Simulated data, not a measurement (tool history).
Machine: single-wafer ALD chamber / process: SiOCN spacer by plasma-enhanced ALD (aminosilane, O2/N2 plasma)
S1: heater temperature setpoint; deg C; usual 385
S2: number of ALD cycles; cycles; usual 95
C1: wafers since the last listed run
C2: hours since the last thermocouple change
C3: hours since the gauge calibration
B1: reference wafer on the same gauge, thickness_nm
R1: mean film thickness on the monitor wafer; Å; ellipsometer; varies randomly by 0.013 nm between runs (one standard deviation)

| run | day | S1 | S2 | C1 | C2 | C3 | B1 | R1 |
|---|---|---|---|---|---|---|---|---|
| 1 | 0.000 | 385 | 95 | 0 | 1120.5 | 400.2 | 5.772 | 53.75 |
| 2 | 1.838 | 385 | 95 | 159 | 1164.6 | 444.3 | 5.774 | 53.86 |
| 3 | 4.338 | 385 | 95 | 216 | 1224.6 | 504.3 | 5.775 | 53.71 |
| 4 | 6.862 | 385 | 89 | 218 | 1285.2 | 564.9 | 5.775 | 50.38 |
| 5 | 8.767 | 385 | 89 | 164 | 1330.9 | 610.6 | 5.779 | 50.66 |
| 6 | 10.979 | 385 | 89 | 191 | 1384.0 | 663.7 | 5.779 | 50.38 |
|  | 10.992 | gauge calibrated |
| 7 | 12.488 | 394 | 95 | 130 | 1420.2 | 35.9 | 5.702 | 53.15 |
| 8 | 15.112 | 394 | 95 | 227 | 1483.2 | 98.9 | 5.714 | 53.27 |
| 9 | 17.475 | 394 | 95 | 204 | 1539.9 | 155.6 | 5.731 | 53.43 |
| 10 | 18.483 | 385 | 95 | 87 | 1564.1 | 179.8 | 5.741 | 53.46 |
| 11 | 21.154 | 385 | 95 | 231 | 1628.2 | 243.9 | 5.749 | 53.50 |
| 12 | 22.571 | 385 | 95 | 122 | 1662.2 | 277.9 | 5.750 | 53.60 |
| 13 | 24.317 | 385 | 95 | 151 | 1704.1 | 319.8 | 5.758 | 53.74 |
| 14 | 26.083 | 373 | 85 | 153 | 1746.5 | 362.2 | 5.761 | 48.13 |
|  | 29.658 | thermocouple changed; heater temperature recalibrated |
| 15 | 32.571 | 373 | 110 | 533 | 69.9 | 517.9 | 5.774 | 62.34 |
| 16 | 35.246 | 394 | 95 | 231 | 134.1 | 582.1 | 5.775 | 53.78 |
| 17 | 37.079 | 371 | 95 | 158 | 178.1 | 626.1 | 5.776 | 53.82 |

Forecast run 18:
|  | 39.442 | gauge calibrated |
| 18 | 39.442 | 400 | 109 | 204 | 234.8 | 0.0 | ? | ? |

B1: 5.709
R1: 60.78 Å
Had the tool carried no hidden state, the very same run would have given R1 60.59 Å.

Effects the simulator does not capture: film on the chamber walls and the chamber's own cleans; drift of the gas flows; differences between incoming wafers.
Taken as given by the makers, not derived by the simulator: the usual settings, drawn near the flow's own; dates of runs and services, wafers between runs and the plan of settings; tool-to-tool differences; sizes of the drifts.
